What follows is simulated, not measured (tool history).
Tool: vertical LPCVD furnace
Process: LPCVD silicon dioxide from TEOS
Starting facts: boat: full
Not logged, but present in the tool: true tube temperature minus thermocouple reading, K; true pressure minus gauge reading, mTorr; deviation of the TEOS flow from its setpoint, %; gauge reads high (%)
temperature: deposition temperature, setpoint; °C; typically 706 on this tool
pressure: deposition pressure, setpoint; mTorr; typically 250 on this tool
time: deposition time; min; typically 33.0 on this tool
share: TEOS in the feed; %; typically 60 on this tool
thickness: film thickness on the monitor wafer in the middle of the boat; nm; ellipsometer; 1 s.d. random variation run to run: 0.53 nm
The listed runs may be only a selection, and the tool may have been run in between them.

run,hour,temperature,pressure,time,share,wafers since the last listed run,hours since the last temperature calibration,hours since the pressure gauge was zeroed,hours since the TEOS flow controller was replaced,hours since the gauge calibration,"read-back reference wafer on the same gauge, thickness",thickness
1,0.0,706,250,33.0,60,0,2767.8,1517.4,7138.0,213.1,262.17,246.26
2,19.2,706,250,33.0,60,381,2787.0,1536.6,7157.2,232.3,262.01,247.71
3,35.3,706,250,33.0,66,319,2803.1,1552.7,7173.3,248.4,262.05,258.69
4,47.7,706,250,33.0,66,246,2815.5,1565.1,7185.7,260.8,262.15,258.53
5,64.7,706,250,33.0,66,337,2832.5,1582.1,7202.7,277.8,262.15,259.60
6,94.2,706,250,33.0,60,585,2862.0,1611.6,7232.2,307.3,261.86,247.24
7,123.7,706,250,33.0,60,585,2891.5,1641.1,7261.7,336.8,262.00,247.76
# hour 175.7: TEOS flow controller replaced
8,176.2,706,250,33.0,60,565,2944.0,1693.6,0.5,389.3,262.03,247.31
9,179.7,706,220,38.0,60,69,2947.5,1697.1,4.0,392.8,261.94,266.24
10,195.4,706,220,38.0,60,311,2963.2,1712.8,19.7,408.5,261.88,267.54
11,220.2,706,295,33.0,60,492,2988.0,1737.6,44.5,433.3,262.02,268.53
12,251.1,706,215,38.5,60,613,3018.9,1768.5,75.4,464.2,262.07,267.38
# hour 289.8: pressure gauge zeroed
13,290.3,706,305,45.0,66,301,3058.1,0.5,114.6,503.4,261.96,390.94
14,294.2,706,250,33.0,60,77,3062.0,4.4,118.5,507.3,261.80,246.39
15,306.4,706,250,33.0,60,242,3074.2,16.6,130.7,519.5,261.89,247.30
# hour 326.7: gauge calibrated
16,386.8,714,250,46.0,60,1596,3154.6,97.0,211.1,60.1,262.05,414.73
# hour 426.9: thermocouples replaced and temperature profile calibrated
17,427.4,700,250,20.5,67,329,0.5,137.6,251.7,100.7,262.11,130.57
18,440.2,706,250,33.0,52,254,13.3,150.4,264.5,113.5,261.92,213.06
19,453.6,716,250,33.0,65,266,26.7,163.8,277.9,126.9,262.02,298.93
20,487.4,697,270,33.0,65,670,60.5,197.6,311.7,160.7,262.01,201.31
21,516.4,711,250,25.5,50,575,89.5,226.6,340.7,189.7,262.00,181.77
22,550.6,699,250,33.0,60,678,123.7,260.8,374.9,223.9,261.89,195.71
23,571.4,711,305,27.5,66,412,144.5,281.6,395.7,244.7,261.89,249.22
24,586.6,706,250,24.5,53,301,159.7,296.8,410.9,259.9,261.89,161.99
25,614.8,706,235,33.0,66,559,187.9,325.0,439.1,288.1,261.95,235.57
26,638.8,697,295,26.5,72,476,211.9,349.0,463.1,312.1,262.17,179.80
27,668.6,706,250,33.0,60,591,241.7,378.8,492.9,341.9,262.10,231.85
28,680.7,706,250,33.0,52,240,253.8,390.9,505.0,354.0,261.98,215.64
29,693.4,715,205,26.0,54,252,266.5,403.6,517.7,366.7,262.08,192.69
30,708.0,706,250,33.0,60,289,281.1,418.2,532.3,381.3,262.07,232.70
31,723.1,706,250,33.0,60,299,296.2,433.3,547.4,396.4,262.07,233.49

Forecast each of these 4 alternatives for the next run:
A,726.7,696,250,33.0,60,71,299.8,436.9,551.0,400.0,?,?
B,726.7,706,205,33.0,60,71,299.8,436.9,551.0,400.0,?,?
C,726.7,702,250,26.5,71,71,299.8,436.9,551.0,400.0,?,?
D,726.7,711,285,23.5,66,71,299.8,436.9,551.0,400.0,?,?

run,"read-back reference wafer on the same gauge, thickness",thickness
A,261.98,184.64
B,261.98,210.77
C,261.98,185.44
D,261.98,208.04
The same runs, with their run-to-run variation unchanged, on a tool lacking any hidden condition would have given:
run,thickness
A,180.41
B,206.05
C,181.25
D,203.42
